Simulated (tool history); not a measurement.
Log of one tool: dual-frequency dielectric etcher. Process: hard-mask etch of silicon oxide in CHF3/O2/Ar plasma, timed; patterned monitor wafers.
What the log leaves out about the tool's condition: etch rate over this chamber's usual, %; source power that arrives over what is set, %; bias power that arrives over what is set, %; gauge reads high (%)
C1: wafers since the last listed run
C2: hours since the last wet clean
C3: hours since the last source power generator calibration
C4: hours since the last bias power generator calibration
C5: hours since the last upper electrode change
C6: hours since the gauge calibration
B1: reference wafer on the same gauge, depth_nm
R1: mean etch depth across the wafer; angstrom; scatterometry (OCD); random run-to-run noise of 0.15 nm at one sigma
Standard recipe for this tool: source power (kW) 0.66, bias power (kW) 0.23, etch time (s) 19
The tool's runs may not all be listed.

Run 1, hour 0: usual settings but source power (kW) 0.57; C1 0; C2 197.2; C3 3534; C4 3230.7; C5 2681; C6 190; B1 34.61. Result: R1 407.6 angstrom.
Run 2, hour 15.4: usual settings but source power (kW) 0.57; C1 196; C2 212.6; C3 3549.4; C4 3246.1; C5 2696.4; C6 205.4; B1 34.6. Result: R1 408 angstrom.
Run 3, hour 41.6: usual settings; C1 334; C2 238.8; C3 3575.6; C4 3272.3; C5 2722.6; C6 231.6; B1 34.62. Result: R1 430.1 angstrom.
Run 4, hour 56.7: usual settings; C1 192; C2 253.9; C3 3590.7; C4 3287.4; C5 2737.7; C6 246.7; B1 34.6. Result: R1 427.8 angstrom.
Run 5, hour 75.1: usual settings; C1 234; C2 272.3; C3 3609.1; C4 3305.8; C5 2756.1; C6 265.1; B1 34.61. Result: R1 429.8 angstrom.
Run 6, hour 101.6: usual settings; C1 338; C2 298.8; C3 3635.6; C4 3332.3; C5 2782.6; C6 291.6; B1 34.61. Result: R1 430.8 angstrom.
Run 7, hour 124.3: usual settings but etch time (s) 22.5; C1 289; C2 321.5; C3 3658.3; C4 3355; C5 2805.3; C6 314.3; B1 34.6. Result: R1 510.4 angstrom.
Run 8, hour 145.5: usual settings; C1 270; C2 342.7; C3 3679.5; C4 3376.2; C5 2826.5; C6 335.5; B1 34.59. Result: R1 430.8 angstrom.
Run 9, hour 158.8: usual settings; C1 169; C2 356; C3 3692.8; C4 3389.5; C5 2839.8; C6 348.8; B1 34.57. Result: R1 429.1 angstrom.
Run 10, hour 193: usual settings; C1 436; C2 390.2; C3 3727; C4 3423.7; C5 2874; C6 383; B1 34.59. Result: R1 430.8 angstrom.
At hour 208.7: source power generator calibrated.
At hour 230.5: wet clean of the chamber.
At hour 237.8: upper electrode replaced.
Run 11, hour 238.3: usual settings but source power (kW) 0.76; C1 155; C2 7.8; C3 29.6; C4 3469; C5 0.5; C6 428.3; B1 34.58. Result: R1 452.8 angstrom.
Run 12, hour 239.9: usual settings but source power (kW) 0.8, bias power (kW) 0.194, etch time (s) 23; C1 20; C2 9.4; C3 31.2; C4 3470.6; C5 2.1; C6 429.9; B1 34.63. Result: R1 532.9 angstrom.
Run 13, hour 253.8: usual settings but bias power (kW) 0.286, etch time (s) 17; C1 177; C2 23.3; C3 45.1; C4 3484.5; C5 16; C6 443.8; B1 34.61. Result: R1 415.4 angstrom.
At hour 265.5: gauge calibrated.
Run 14, hour 286.4: usual settings but bias power (kW) 0.247, etch time (s) 23; C1 416; C2 55.9; C3 77.7; C4 3517.1; C5 48.6; C6 20.9; B1 34.59. Result: R1 531.3 angstrom.
At hour 302.6: bias power generator calibrated.
Run 15, hour 303.1: usual settings; C1 162; C2 72.6; C3 94.4; C4 0.5; C5 65.3; C6 37.6; B1 34.61. Result: R1 429.8 angstrom.
Run 16, hour 312.8: usual settings; C1 123; C2 82.3; C3 104.1; C4 10.2; C5 75; C6 47.3; B1 34.56. Result: R1 433 angstrom.
Run 17, hour 340.6: usual settings; C1 355; C2 110.1; C3 131.9; C4 38; C5 102.8; C6 75.1; B1 34.59. Result: R1 430.9 angstrom.
Run 18, hour 361.7: usual settings but bias power (kW) 0.247; C1 269; C2 131.2; C3 153; C4 59.1; C5 123.9; C6 96.2; B1 34.62. Result: R1 440.9 angstrom.
Run 19, hour 393.6: usual settings but source power (kW) 0.7, bias power (kW) 0.263, etch time (s) 22.5; C1 407; C2 163.1; C3 184.9; C4 91; C5 155.8; C6 128.1; B1 34.58. Result: R1 543 angstrom.

4 ways to go on from here, each from the tool as it stands after run 19. What would each give?
Run A, hour 394: usual settings but bias power (kW) 0.207; C1 5; C2 163.5; C3 185.3; C4 91.4; C5 156.2; C6 128.5; B1 ?. Result: R1 ?.
Run B, hour 394: usual settings but bias power (kW) 0.19, etch time (s) 16; C1 5; C2 163.5; C3 185.3; C4 91.4; C5 156.2; C6 128.5; B1 ?. Result: R1 ?.
Run C, hour 394: usual settings but source power (kW) 0.74, etch time (s) 22; C1 5; C2 163.5; C3 185.3; C4 91.4; C5 156.2; C6 128.5; B1 ?. Result: R1 ?.
Run D, hour 394: usual settings but source power (kW) 0.78, bias power (kW) 0.179, etch time (s) 13.5; C1 5; C2 163.5; C3 185.3; C4 91.4; C5 156.2; C6 128.5; B1 ?. Result: R1 ?.

run     B1     R1
  A  34.59  416.3
  B  34.59  341.5
  C  34.59  519.5
  D  34.59    301
Without the tool's unlogged condition, the same runs would have read:
run     R1
  A  416.3
  B  341.5
  C  519.5
  D    301

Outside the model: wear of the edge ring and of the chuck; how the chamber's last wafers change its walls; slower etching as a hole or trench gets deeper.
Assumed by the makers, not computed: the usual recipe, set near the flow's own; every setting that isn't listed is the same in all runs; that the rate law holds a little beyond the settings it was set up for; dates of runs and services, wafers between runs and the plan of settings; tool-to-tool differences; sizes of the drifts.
